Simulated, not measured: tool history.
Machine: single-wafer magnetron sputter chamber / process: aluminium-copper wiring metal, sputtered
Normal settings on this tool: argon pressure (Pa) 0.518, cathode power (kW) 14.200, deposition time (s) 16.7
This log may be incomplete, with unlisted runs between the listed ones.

run	hour	argon pressure (Pa)	cathode power (kW)	deposition time (s)	wafers since the last listed run	wafers on the sputter target	hours since the last manometer calibration	hours since the magnet pack was replaced	hours since the gauge calibration	read-back reference wafer on the same gauge, thickness_nm	mean film thickness on the monitor wafer (nm)
1	0.0	0.518	14.200	16.7	0	2192	1075.2	5850.6	82.4	425.234	368.084
2	6.7	0.518	14.200	16.7	127	2320	1081.9	5857.3	89.1	424.881	368.956
3	21.1	0.518	14.200	16.7	274	2595	1096.3	5871.7	103.5	424.750	366.905
4	38.9	0.518	14.200	16.7	339	2935	1114.1	5889.5	121.3	424.917	368.514
5	47.0	0.518	14.200	16.7	154	3089	1122.2	5897.6	129.4	424.812	366.571
6	64.2	0.518	14.200	16.7	328	3417	1139.4	5914.8	146.6	424.826	367.956
7	73.6	0.518	14.200	16.7	179	3597	1148.8	5924.2	156.0	424.861	367.912
8	90.5	0.518	14.200	16.7	322	3919	1165.7	5941.1	172.9	424.985	362.954
9	98.0	0.518	14.200	16.7	143	4063	1173.2	5948.6	180.4	425.101	365.948
10	112.6	0.518	14.200	16.7	278	4341	1187.8	5963.2	195.0	424.977	363.734
11	121.5	0.518	14.200	17.7	169	4511	1196.7	5972.1	203.9	424.997	387.546
# hour 130.8: sputter target and shields replaced
12	131.3	0.518	14.200	17.7	34	9	1206.5	5981.9	213.7	425.489	394.285
13	146.0	0.518	14.200	17.7	280	289	1221.2	5996.6	228.4	425.107	396.676
14	154.6	0.518	14.200	16.7	164	454	1229.8	6005.2	237.0	424.786	374.284
15	171.4	0.518	14.200	16.7	320	774	1246.6	6022.0	253.8	425.016	373.352
16	179.4	0.518	14.200	16.7	152	927	1254.6	6030.0	261.8	424.802	374.886
# hour 192.5: capacitance manometer re-zeroed and calibrated
17	193.0	0.518	11.300	17.9	106	1034	0.5	6043.6	275.4	424.898	316.046
18	195.2	0.641	16.750	19.3	41	1076	2.7	6045.8	277.6	424.923	477.208
# hour 204.9: gauge calibrated
19	207.8	0.518	14.200	18.8	240	1316	15.3	6058.4	2.9	424.994	418.470
20	224.5	0.518	14.200	16.7	318	1635	32.0	6075.1	19.6	424.675	371.816
21	231.6	0.518	15.900	16.7	135	1770	39.1	6082.2	26.7	425.136	414.837
22	241.9	0.311	16.400	19.6	196	1967	49.4	6092.5	37.0	424.821	559.407
23	257.8	0.660	14.200	14.3	303	2270	65.3	6108.4	52.9	425.093	294.819
24	268.9	0.518	16.500	16.7	211	2482	76.4	6119.5	64.0	425.180	429.352
25	276.0	0.518	14.200	16.7	135	2618	83.5	6126.6	71.1	424.989	366.696
26	322.0	0.518	14.200	16.7	877	3496	129.5	6172.6	117.1	425.033	367.265
# hour 339.8: magnet pack replaced
27	340.3	0.435	16.400	13.6	196	3692	147.8	0.5	135.4	424.966	360.805
28	343.5	0.616	11.600	19.7	61	3753	151.0	3.7	138.6	425.014	335.938
29	349.7	0.682	15.600	14.5	118	3872	157.2	9.9	144.8	425.200	321.812
# hour 367.7: sputter target and shields replaced
30	368.2	0.518	14.200	14.0	200	9	175.7	28.4	163.3	425.090	311.776
31	381.3	0.576	12.650	19.0	249	259	188.8	41.5	176.4	424.910	367.765
32	390.0	0.518	14.200	16.7	166	425	197.5	50.2	185.1	425.344	374.310
33	403.9	0.518	14.200	16.7	265	691	211.4	64.1	199.0	424.784	368.812
34	417.8	0.518	14.200	14.4	265	956	225.3	78.0	212.9	424.723	322.680
35	432.7	0.518	14.200	13.4	284	1240	240.2	92.9	227.8	424.657	297.778

Difference, measured minus no-hidden-state, one row per run. Run-to-run variation is common to both terms; the gauge's own scatter need not be:
Hidden state at play: deposition rate above that of a new target (%); true argon pressure above the setpoint (%); gauge reads high (%).
run	mean film thickness on the monitor wafer (nm)
1	-5.226
2	-5.483
3	-5.978
4	-6.658
5	-6.919
6	-7.579
7	-7.924
8	-8.435
9	-8.781
10	-9.266
11	-10.221
12	-0.545
13	-1.113
14	-1.361
15	-1.967
16	-2.268
17	-2.330
18	-3.622
19	-3.692
20	-3.890
21	-4.629
22	-6.810
23	-4.052
24	-6.374
25	-5.701
26	-7.396
27	-7.928
28	-7.490
29	-7.376
30	-0.653
31	-1.237
32	-1.575
33	-2.051
34	-2.232
35	-2.493
